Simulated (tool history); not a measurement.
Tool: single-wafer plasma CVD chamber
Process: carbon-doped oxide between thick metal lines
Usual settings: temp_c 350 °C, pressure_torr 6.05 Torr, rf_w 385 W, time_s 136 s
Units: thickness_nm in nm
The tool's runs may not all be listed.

run,hour,temp_c,pressure_torr,rf_w,time_s,"read-back reference wafer on the same gauge, thickness_nm",thickness_nm
1,0.0,358,6.05,385,136,532.529,497.679
2,0.3,358,6.05,385,136,533.141,497.015
# hour 1.1: gauge calibrated
# hour 14.5: thermocouple changed; heater temperature recalibrated
3,15.0,350,6.05,385,136,531.971,505.679
4,53.1,350,6.73,385,136,533.121,509.461
5,68.7,350,6.05,365,136,532.800,484.223
6,78.8,350,6.05,365,136,533.245,490.322
7,96.1,350,6.05,365,136,531.179,485.037
8,105.3,360,6.05,365,136,532.455,477.816
9,114.1,362,4.57,450,127,532.762,476.122
10,125.9,362,4.57,450,127,531.922,472.724
11,139.3,339,7.31,385,114,531.524,444.424
12,152.1,350,4.96,440,136,532.288,524.157
# hour 167.0: capacitance manometer re-zeroed and calibrated
13,167.5,350,6.05,385,115,532.083,419.919
14,171.4,346,6.05,385,112,530.937,419.759
15,187.4,350,5.02,385,146,531.875,516.758
16,196.5,359,6.05,340,150,532.308,503.228
17,212.1,350,7.23,425,148,532.707,582.720
18,223.5,350,6.05,385,136,532.211,502.462
19,253.4,350,6.05,460,122,531.812,492.249
20,265.5,341,4.93,385,136,532.532,490.186
21,281.6,350,6.05,385,136,532.357,501.693
22,287.6,350,6.05,385,151,531.950,552.937
23,303.3,350,6.05,385,136,532.894,497.561
24,316.3,350,5.35,440,147,531.411,569.879
25,347.8,357,7.26,335,143,532.413,488.115
26,364.1,339,6.05,385,136,531.787,510.437
27,388.3,350,4.91,385,136,532.468,476.075

Forecast each of these 5 alternatives for the next run:
A,388.7,350,6.05,385,136,?,?
B,388.7,350,6.05,385,163,?,?
C,388.7,337,6.72,320,157,?,?
D,388.7,361,6.05,385,136,?,?
E,388.7,338,5.32,420,151,?,?

run,"read-back reference wafer on the same gauge, thickness_nm",thickness_nm
A,531.749,493.373
B,531.749,590.934
C,531.749,534.791
D,531.749,481.511
E,531.749,579.914
Without the tool's hidden state the same runs would have given:
run,thickness_nm
A,503.882
B,603.520
C,546.199
D,491.767
E,591.760

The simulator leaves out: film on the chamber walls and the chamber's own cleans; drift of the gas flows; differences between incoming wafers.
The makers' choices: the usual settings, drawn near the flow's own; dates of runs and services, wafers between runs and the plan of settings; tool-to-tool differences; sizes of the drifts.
